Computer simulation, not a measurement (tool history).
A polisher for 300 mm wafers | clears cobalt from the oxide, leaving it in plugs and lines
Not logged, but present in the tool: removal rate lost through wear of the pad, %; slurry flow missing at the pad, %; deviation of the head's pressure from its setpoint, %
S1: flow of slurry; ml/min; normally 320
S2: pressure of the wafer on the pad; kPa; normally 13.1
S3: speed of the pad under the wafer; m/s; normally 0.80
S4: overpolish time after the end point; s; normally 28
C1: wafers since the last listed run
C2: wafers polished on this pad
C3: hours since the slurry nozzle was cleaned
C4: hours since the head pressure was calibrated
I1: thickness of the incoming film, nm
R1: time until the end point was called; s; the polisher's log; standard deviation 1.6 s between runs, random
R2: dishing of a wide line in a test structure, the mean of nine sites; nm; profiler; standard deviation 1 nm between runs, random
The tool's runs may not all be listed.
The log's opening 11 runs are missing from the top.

run   hour   S1    S2    S3  S4    C1    C2     C3     C4     I1     R1    R2
 12  276.1  320  13.1  0.60  28   192   663  780.9  744.0  274.8  110.2  39.8
 13  352.7  320  13.1  0.60  28   962  1626  857.5  820.6  270.0  114.0  40.1
 14  368.4  320  13.1  0.80  28   197  1823  873.2  836.3  270.8   88.2  48.8
 15  393.4  320  13.1  0.80  28   314  2138  898.2  861.3  275.9   88.2  46.3
     395.1  -- slurry nozzle cleaned
 16  414.6  320  13.1  0.80  28   253  2392   19.5  882.5  271.8   83.9  48.1
 17  436.6  380  13.1  0.80  28   276  2668   41.5  904.5  269.1   84.9  47.5
     461.9  -- worn pad replaced by a new one
 18  462.4  355  14.5  0.72  22   273     5   67.3  930.3  273.6   86.8  42.4
 19  483.0  405  13.1  0.80  28   258   264   87.9  950.9  273.4   83.2  46.8
     575.0  -- head pressure recalibrated
 20  584.2  320  13.1  0.80  35  1246  1511  189.1    9.2  272.0   70.1  54.0
 21  606.0  320  13.1  0.80  28   273  1785  210.9   31.0  267.2   68.8  51.4
 22  640.3  320  13.1  0.80  28   431  2216  245.2   65.3  270.1   70.0  50.1
 23  662.6  280   9.0  0.94  42   280  2496  267.5   87.6  269.1   87.9  53.8
     675.4  -- worn pad replaced by a new one
 24  693.7  320  13.1  0.80  28   340   229  298.6  118.7  267.3   68.5  50.4
 25  708.0  320  13.1  0.80  28   179   409  312.9  133.0  269.2   72.1  49.9
 26  738.8  215  13.1  0.80  15   387   796  343.7  163.8  269.5   74.7  36.1
     759.6  -- head pressure recalibrated, repeated, since the last time left the tool worse
 27  763.5  375  14.5  0.92  38   285  1082  368.4    3.9  268.1   63.8  57.6
 28  777.1  320  13.1  0.80  36   170  1253  382.0   17.5  273.2   81.3  53.4
 29  807.0  320  13.1  0.60  28   375  1628  411.9   47.4  272.6  106.8  42.1
 30  835.0  430  17.2  0.94  28   351  1980  439.9   75.4  268.2   52.7  55.4
     855.5  -- worn pad replaced by a new one
 31  864.7  425  13.1  0.80  19   322   115  469.6  105.1  264.5   79.4  39.1
 32  886.8  415  13.1  0.92  18   277   393  491.7  127.2  274.5   73.9  40.9
 33  917.5  245  13.1  1.04  28   385   779  522.4  157.9  273.8   65.3  52.3

Forecast each of these 5 alternatives for the next run:
  A  917.9  320  15.9  0.80  28   5  784  522.8  158.3  272.9   ?   ?
  B  917.9  320   9.7  1.00  13   5  784  522.8  158.3  272.9   ?   ?
  C  917.9  370  13.1  0.96  33   5  784  522.8  158.3  272.9   ?   ?
  D  917.9  235  13.1  0.80  28   5  784  522.8  158.3  272.9   ?   ?
  E  917.9  260  11.7  0.80  28   5  784  522.8  158.3  272.9   ?   ?

run    R1    R2
  A  69.1  53.7
  B  89.4  30.8
  C  69.0  56.7
  D  84.5  49.8
  E  93.5  47.6
With no hidden state in the tool, these same runs would have given:
run    R1    R2
  A  66.6  54.4
  B  86.1  31.6
  C  66.4  57.2
  D  81.4  50.5
  E  90.0  48.4
